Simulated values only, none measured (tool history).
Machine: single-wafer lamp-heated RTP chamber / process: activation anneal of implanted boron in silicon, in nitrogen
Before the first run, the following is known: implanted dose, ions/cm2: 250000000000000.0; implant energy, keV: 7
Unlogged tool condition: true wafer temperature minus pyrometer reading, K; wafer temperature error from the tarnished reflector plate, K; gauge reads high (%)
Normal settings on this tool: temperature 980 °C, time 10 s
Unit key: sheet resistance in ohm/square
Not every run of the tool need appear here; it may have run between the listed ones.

run	hour	temperature	time	wafers since the last listed run	wafers since the last pyrometer calibration	wafers since the reflector plate was cleaned	hours since the gauge calibration	read-back reference wafer on the same gauge, sheet resistance	sheet resistance
1	0.0	1003	10	0	2301	3086	558.1	472.73	472.59
2	25.7	980	10	416	2718	3502	583.8	472.86	479.00
3	73.5	980	10	774	3493	4277	631.6	473.10	476.19
# hour 84.8: pyrometer window cleaned and pyrometer calibrated
4	109.2	980	10	448	396	4726	667.3	473.28	480.33
5	154.1	980	10	727	1123	5453	712.2	472.67	477.94
6	199.8	980	10	740	1864	6194	757.9	472.89	477.67
7	245.6	980	14	742	2606	6936	803.7	472.83	475.40
# hour 286.1: pyrometer window cleaned and pyrometer calibrated
8	286.6	980	14	534	7	7471	844.7	473.18	478.80
9	313.8	980	14	440	448	7912	871.9	472.79	478.14
10	359.5	1004	10	740	1189	8652	917.6	472.74	472.13
11	396.3	1004	10	596	1785	9249	954.4	472.76	472.75
12	429.5	980	10	538	2323	9787	987.6	473.18	477.99
13	492.8	969	10	1025	3349	10813	1050.9	472.95	479.50
# hour 503.9: pyrometer window cleaned and pyrometer calibrated
# hour 518.2: gauge calibrated
14	546.3	994	6	737	687	11550	28.1	473.10	477.69
# hour 578.3: reflector plate cleaned
15	646.5	951	12	1494	2181	1104	128.3	473.05	509.17
16	670.7	1008	10	392	2573	1497	152.5	472.79	473.08
# hour 705.6: pyrometer window cleaned and pyrometer calibrated
17	708.8	980	10	487	52	1984	190.6	473.03	481.64
18	754.6	993	4	742	794	2727	236.4	472.88	479.95
19	815.9	991	12	993	1788	3720	297.7	472.86	474.06
20	880.3	993	8	1043	2831	4764	362.1	473.41	474.61
# hour 914.4: pyrometer window cleaned and pyrometer calibrated
21	917.7	967	10	476	53	5240	399.5	473.09	489.81
22	976.7	1001	12	956	1009	6196	458.5	473.11	471.09
23	1042.0	980	10	1058	2068	7255	523.8	473.10	478.46
24	1087.9	980	5	743	2812	7999	569.7	472.89	481.05

For some of the steps in sheet resistance from one run to the next: how much would appear even if the tool had no hidden state, given the settings, what came in and random variation, and how much remains for the hidden state plus any gauge scatter that the measured result and the result without hidden state don't share?
Run 14 -> 15: temperature 994 -> 951, time 6 -> 12, reflector plate cleaned. sheet resistance +31.48 ohm/square: hidden state -16.38, all else +47.86.
Run 15 -> 16: temperature 951 -> 1008, time 12 -> 10. sheet resistance -36.09 ohm/square: hidden state +17.64, all else -53.73.
